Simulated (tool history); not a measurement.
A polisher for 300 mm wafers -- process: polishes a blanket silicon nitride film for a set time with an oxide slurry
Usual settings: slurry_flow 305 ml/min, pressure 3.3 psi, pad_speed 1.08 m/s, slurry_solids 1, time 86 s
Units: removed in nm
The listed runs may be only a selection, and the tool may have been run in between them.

run   hour  slurry_flow  pressure  pad_speed  slurry_solids  time  incoming thickness of the incoming film, nm  removed
  1      0          305       3.3       1.08              1    86                                        398.7     42.1
      41.1  -- slurry nozzle cleaned
  2   43.8          305       3.3       1.08              1    76                                        399.3     36.1
        51  -- conditioning disc replaced and pad reconditioned
  3   58.2          395       3.3       0.98              1    86                                        396.6     42.6
  4   84.8          305       3.3       0.76            0.8    86                                        403.9     31.8
     184.3  -- head pressure recalibrated
  5  190.1          260       2.6       0.84              1    98                                        401.7     29.3
  6  208.8          245       3.3       1.08            1.2    86                                        397.9     40.6
  7  221.1          380       3.3       1.08              1    86                                        397.9     39.2
  8    242          305         4       1.34              1    86                                        405.9     51.5
     260.6  -- worn pad replaced by a new one
  9    274          305       3.3       1.08              1    86                                        402.5       37
 10  308.3          305       3.9       1.08              1    86                                        405.2     42.8
     317.4  -- conditioning disc replaced and pad reconditioned
 11    324          305       3.9       1.08              1    86                                        394.6       48
     341.7  -- slurry blender recalibrated
 12  358.1          360       4.4       0.88           0.85    86                                        395.5     50.4
 13  393.4          270       2.4       0.88              1    86                                        401.6     29.1
 14    422          260       2.6       0.84              1    98                                        395.8     32.7
 15  446.5          245       2.5       0.88              1    75                                        404.6     24.6
 16  479.3          370       4.4       0.86            0.8    86                                        408.3     43.7
     554.4  -- worn pad replaced by a new one
 17  554.9          305       2.8       1.08              1    86                                        401.5     35.1
     584.8  -- conditioning disc replaced and pad reconditioned
 18  585.2          215       3.3       1.22              1   105                                        398.4     58.2
 19  609.1          305       3.3       1.18              1    86                                        399.9     45.7
 20  622.8          305       3.3       1.08           1.25    86                                        401.2     46.7
 21    636          305       3.3       1.08              1   108                                        408.3     52.5
 22  657.6          245       3.3       1.18              1    86                                          405     42.1
 23  670.8          240       2.4       0.94              1    58                                        403.6     17.4
 24  686.8          305       3.3       1.08              1    86                                        399.4     38.9
 25  704.8          275       3.3        1.4              1    86                                        400.3     45.1
 26    720          410       2.4       1.08            0.8    97                                        399.8     31.9
 27  742.2          305       4.5       1.42           1.15   102                                        404.6     72.9

Here are 3 independent what-if runs from the current tool condition. What would each one return?
  A  742.6          215       3.3       1.08              1    86                                        402.3        ?
  B  742.6          305       3.3       1.08           0.85    86                                        402.3        ?
  C  742.6          210       3.3       0.78              1    86                                        402.3        ?

run  removed
  A     37.7
  B     36.7
  C     30.3
Had the tool no hidden state, the same runs would have come out as:
run  removed
  A     49.5
  B     48.5
  C     38.5
